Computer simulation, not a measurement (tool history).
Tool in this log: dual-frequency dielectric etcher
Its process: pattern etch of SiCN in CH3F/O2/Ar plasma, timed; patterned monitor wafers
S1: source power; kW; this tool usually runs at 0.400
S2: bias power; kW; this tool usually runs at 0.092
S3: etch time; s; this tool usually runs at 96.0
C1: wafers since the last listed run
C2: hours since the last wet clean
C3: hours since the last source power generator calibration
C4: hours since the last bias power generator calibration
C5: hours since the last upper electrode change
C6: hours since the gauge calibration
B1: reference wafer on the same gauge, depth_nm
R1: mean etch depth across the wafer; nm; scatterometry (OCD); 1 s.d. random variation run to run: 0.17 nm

run	hour	S1	S2	S3	C1	C2	C3	C4	C5	C6	B1	R1
1	0.0	0.400	0.092	96.0	0	251.7	5089.4	3929.4	2976.0	181.7	40.23	43.85
# hour 5.4: gauge calibrated
2	14.4	0.400	0.092	96.0	142	266.1	5103.8	3943.8	2990.4	9.0	40.21	43.99
3	21.1	0.400	0.092	96.0	66	272.8	5110.5	3950.5	2997.1	15.7	40.19	43.59
4	30.5	0.400	0.092	96.0	93	282.2	5119.9	3959.9	3006.5	25.1	40.21	43.47
5	45.8	0.400	0.105	96.0	151	297.5	5135.2	3975.2	3021.8	40.4	40.21	47.06
6	58.5	0.400	0.105	96.0	126	310.2	5147.9	3987.9	3034.5	53.1	40.23	47.10
# hour 90.0: wet clean of the chamber
# hour 93.4: upper electrode replaced
7	93.9	0.400	0.092	106.5	78	3.9	5183.3	4023.3	0.5	88.5	40.18	50.10
8	94.3	0.400	0.092	106.5	3	4.3	5183.7	4023.7	0.9	88.9	40.20	50.00
9	94.6	0.400	0.092	96.0	2	4.6	5184.0	4024.0	1.2	89.2	40.19	45.16
# hour 99.4: source power generator calibrated
10	101.0	0.400	0.092	96.0	23	11.0	1.6	4030.4	7.6	95.6	40.22	45.01
11	111.2	0.400	0.092	96.0	101	21.2	11.8	4040.6	17.8	105.8	40.18	45.09
12	127.5	0.400	0.092	96.0	161	37.5	28.1	4056.9	34.1	122.1	40.16	44.77
13	141.1	0.400	0.092	96.0	134	51.1	41.7	4070.5	47.7	135.7	40.21	44.71
14	156.6	0.400	0.092	119.0	153	66.6	57.2	4086.0	63.2	151.2	40.23	55.55
15	165.1	0.400	0.092	96.0	84	75.1	65.7	4094.5	71.7	159.7	40.21	44.35
# hour 174.1: gauge calibrated
16	174.2	0.400	0.092	96.0	90	84.2	74.8	4103.6	80.8	0.1	40.22	44.53
17	180.3	0.460	0.074	96.0	60	90.3	80.9	4109.7	86.9	6.2	40.18	40.70
18	194.8	0.320	0.092	96.0	143	104.8	95.4	4124.2	101.4	20.7	40.18	41.62
# hour 199.1: bias power generator calibrated
19	204.8	0.400	0.092	96.0	59	114.8	105.4	5.7	111.4	30.7	40.21	44.21
20	213.1	0.300	0.076	96.0	82	123.1	113.7	14.0	119.7	39.0	40.21	36.82
21	220.8	0.330	0.098	96.0	76	130.8	121.4	21.7	127.4	46.7	40.19	43.60
22	233.8	0.320	0.107	108.5	129	143.8	134.4	34.7	140.4	59.7	40.18	51.35
23	239.9	0.470	0.113	96.0	60	149.9	140.5	40.8	146.5	65.8	40.23	51.65
24	249.7	0.400	0.092	96.0	97	159.7	150.3	50.6	156.3	75.6	40.17	44.16
25	258.2	0.430	0.092	96.0	84	168.2	158.8	59.1	164.8	84.1	40.21	44.78

3 ways to go on from here, each from the tool as it stands after run 25. What would each give?
A	258.6	0.400	0.092	96.0	3	168.6	159.2	59.5	165.2	84.5	?	?
B	258.6	0.340	0.102	76.5	3	168.6	159.2	59.5	165.2	84.5	?	?
C	258.6	0.400	0.083	96.0	3	168.6	159.2	59.5	165.2	84.5	?	?

run	B1	R1
A	40.22	44.11
B	40.22	35.68
C	40.22	41.58
What these runs would have given with no unlogged condition in the tool:
run	R1
A	45.53
B	36.82
C	42.92
